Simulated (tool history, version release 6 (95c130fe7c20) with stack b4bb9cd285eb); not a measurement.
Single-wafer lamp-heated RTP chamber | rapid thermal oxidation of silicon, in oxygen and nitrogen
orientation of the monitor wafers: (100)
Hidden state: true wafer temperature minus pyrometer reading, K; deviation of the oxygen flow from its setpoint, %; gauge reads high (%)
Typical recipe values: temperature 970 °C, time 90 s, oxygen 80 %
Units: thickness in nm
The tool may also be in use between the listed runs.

| run | hour | temperature | time | oxygen | wafers since the last listed run | wafers since the last pyrometer calibration | hours since the oxygen flow controller was replaced | hours since the gauge calibration | read-back reference wafer on the same gauge, thickness | thickness |
|---|---|---|---|---|---|---|---|---|---|---|
| 1 | 0.0 | 970 | 80 | 80 | 0 | 6430 | 797.8 | 1307.7 | 5.298 | 5.155 |
| 2 | 52.1 | 970 | 90 | 88 | 436 | 6866 | 849.9 | 1359.8 | 5.320 | 5.572 |
| 3 | 137.4 | 970 | 90 | 88 | 714 | 7580 | 935.2 | 1445.1 | 5.315 | 5.619 |
|  | 169.2 | pyrometer window cleaned and pyrometer calibrated |
| 4 | 181.5 | 970 | 90 | 80 | 302 | 102 | 979.3 | 1489.2 | 5.297 | 5.224 |
| 5 | 239.3 | 970 | 90 | 80 | 484 | 587 | 1037.1 | 1547.0 | 5.318 | 5.261 |
| 6 | 336.7 | 970 | 90 | 80 | 815 | 1402 | 1134.5 | 1644.4 | 5.319 | 5.323 |
| 7 | 393.2 | 970 | 90 | 80 | 473 | 1876 | 1191.0 | 1700.9 | 5.312 | 5.375 |
| 8 | 473.7 | 970 | 90 | 80 | 674 | 2550 | 1271.5 | 1781.4 | 5.300 | 5.316 |
| 9 | 509.7 | 970 | 90 | 80 | 301 | 2851 | 1307.5 | 1817.4 | 5.311 | 5.424 |
| 10 | 577.9 | 970 | 90 | 80 | 571 | 3423 | 1375.7 | 1885.6 | 5.323 | 5.384 |
| 11 | 658.7 | 970 | 90 | 80 | 676 | 4099 | 1456.5 | 1966.4 | 5.311 | 5.404 |
| 12 | 715.3 | 970 | 90 | 80 | 474 | 4573 | 1513.1 | 2023.0 | 5.319 | 5.377 |
| 13 | 784.7 | 970 | 90 | 80 | 581 | 5155 | 1582.5 | 2092.4 | 5.307 | 5.373 |
| 14 | 1036.8 | 970 | 90 | 80 | 2111 | 7266 | 1834.6 | 2344.5 | 5.317 | 5.417 |
| 15 | 1078.4 | 940 | 90 | 52 | 348 | 7614 | 1876.2 | 2386.1 | 5.308 | 3.797 |
|  | 1117.2 | gauge calibrated |
|  | 1180.7 | pyrometer window cleaned and pyrometer calibrated |
| 16 | 1183.0 | 970 | 67 | 80 | 809 | 19 | 1980.8 | 65.8 | 5.311 | 4.872 |
| 17 | 1243.5 | 970 | 90 | 80 | 506 | 525 | 2041.3 | 126.3 | 5.307 | 5.622 |
|  | 1284.2 | oxygen flow controller replaced |
| 18 | 1309.2 | 945 | 130 | 98 | 483 | 1009 | 25.0 | 192.0 | 5.307 | 5.907 |
| 19 | 1397.9 | 997 | 134 | 63 | 742 | 1752 | 113.7 | 280.7 | 5.307 | 7.612 |
| 20 | 1460.8 | 970 | 90 | 80 | 526 | 2278 | 176.6 | 343.6 | 5.303 | 5.740 |
|  | 1509.6 | pyrometer window cleaned and pyrometer calibrated, repeated, since the last time left the tool worse |
| 21 | 1542.4 | 970 | 125 | 80 | 616 | 274 | 258.2 | 425.2 | 5.305 | 6.037 |
| 22 | 1582.9 | 970 | 90 | 68 | 339 | 613 | 298.7 | 465.7 | 5.307 | 5.003 |
| 23 | 1680.1 | 951 | 90 | 52 | 814 | 1427 | 395.9 | 562.9 | 5.313 | 4.018 |
| 24 | 1779.0 | 955 | 90 | 88 | 828 | 2256 | 494.8 | 661.8 | 5.323 | 4.898 |
| 25 | 1887.0 | 970 | 57 | 69 | 904 | 3160 | 602.8 | 769.8 | 5.312 | 4.193 |
| 26 | 1962.8 | 970 | 90 | 80 | 634 | 3795 | 678.6 | 845.6 | 5.303 | 5.331 |
| 27 | 2008.5 | 970 | 90 | 80 | 382 | 4178 | 724.3 | 891.3 | 5.309 | 5.410 |
| 28 | 2057.0 | 970 | 123 | 80 | 406 | 4584 | 772.8 | 939.8 | 5.305 | 6.191 |

Forecast each of these 3 alternatives for the next run:
| A | 2057.4 | 970 | 90 | 97 | 3 | 4587 | 773.2 | 940.2 | ? | ? |
| B | 2057.4 | 999 | 90 | 96 | 3 | 4587 | 773.2 | 940.2 | ? | ? |
| C | 2057.4 | 946 | 72 | 98 | 3 | 4587 | 773.2 | 940.2 | ? | ? |

| run | read-back reference wafer on the same gauge, thickness | thickness |
|---|---|---|
| A | 5.315 | 5.750 |
| B | 5.315 | 7.117 |
| C | 5.315 | 4.381 |
What these runs would have given with no unlogged condition in the tool:
| run | thickness |
|---|---|
| A | 5.553 |
| B | 6.879 |
| C | 4.237 |

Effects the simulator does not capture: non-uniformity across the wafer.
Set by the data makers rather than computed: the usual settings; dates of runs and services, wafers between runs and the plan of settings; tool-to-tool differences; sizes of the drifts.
